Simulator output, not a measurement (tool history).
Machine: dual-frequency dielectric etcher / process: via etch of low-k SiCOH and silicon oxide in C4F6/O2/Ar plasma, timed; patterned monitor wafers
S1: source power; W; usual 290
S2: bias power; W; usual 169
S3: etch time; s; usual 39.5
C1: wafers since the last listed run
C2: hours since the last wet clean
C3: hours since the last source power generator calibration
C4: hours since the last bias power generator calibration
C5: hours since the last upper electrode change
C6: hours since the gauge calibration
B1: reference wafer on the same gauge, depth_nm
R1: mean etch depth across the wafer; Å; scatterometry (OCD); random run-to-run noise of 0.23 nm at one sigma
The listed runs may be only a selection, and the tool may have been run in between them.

run,day,S1,S2,S3,C1,C2,C3,C4,C5,C6,B1,R1
1,0,290,169,36.5,0,247.9,1539.3,2908.1,2581.6,0.4,80.5,779
2,1.471,290,169,39.5,580,283.2,1574.6,2943.4,2616.9,35.7,80.5,844
3,2.567,290,169,39.5,432,309.5,1600.9,2969.7,2643.2,62,80.5,845
4,6.121,290,169,39.5,1402,394.8,1686.2,3055,2728.5,147.3,80.2,837
5,7.396,270,169,31,503,425.4,1716.8,3085.6,2759.1,177.9,80.2,639
6,8.721,270,169,31,522,457.2,1748.6,3117.4,2790.9,209.7,80,637
7,10.121,290,169,39.5,552,490.8,1782.2,3151,2824.5,243.3,80,841
8,10.7,290,169,44.5,228,504.7,1796.1,3164.9,2838.4,257.2,79.8,946
# day 11.958: wet clean of the chamber
9,11.979,290,169,39.5,110,0.5,1826.8,3195.6,2869.1,287.9,79.6,837
# day 12.712: bias power generator calibrated
10,12.733,250,153,36,231,18.6,1844.9,0.5,2887.2,306,79.6,679
# day 13.579: gauge calibrated
# day 13.892: source power generator calibrated
11,13.925,290,169,44,404,47.2,0.8,29.1,2915.8,8.3,80.5,941
# day 15.9: upper electrode replaced
12,15.921,320,169,47,392,95.1,48.7,77,0.5,56.2,80.4,1048
13,16.183,290,169,39.5,103,101.4,55,83.3,6.8,62.5,80.4,841
14,17.421,290,169,39.5,488,131.1,84.7,113,36.5,92.2,80.3,843
15,18.271,360,151,39.5,335,151.5,105.1,133.4,56.9,112.6,80.3,868
16,18.879,290,201,39.5,240,166.1,119.7,148,71.5,127.2,80.2,916
17,19.946,310,196,32.5,420,191.7,145.3,173.6,97.1,152.8,80.1,765
18,21.05,240,151,50.5,435,218.2,171.8,200.1,123.6,179.3,80.2,930

Subtracting, for every run, the result it would have given without the tool's unlogged condition from the measured result gives the following. The same run-to-run variation enters both numbers; the gauge's scatter may not:
Hidden state present: etch rate over this chamber's usual, %; source power that arrives over what is set, %; bias power that arrives over what is set, %; gauge reads high (%).
run,R1
1,-2
2,-2
3,-2
4,-3
5,-3
6,-5
7,-7
8,-9
9,-10
10,-9
11,-3
12,-3
13,-2
14,-3
15,-4
16,-4
17,-4
18,-6
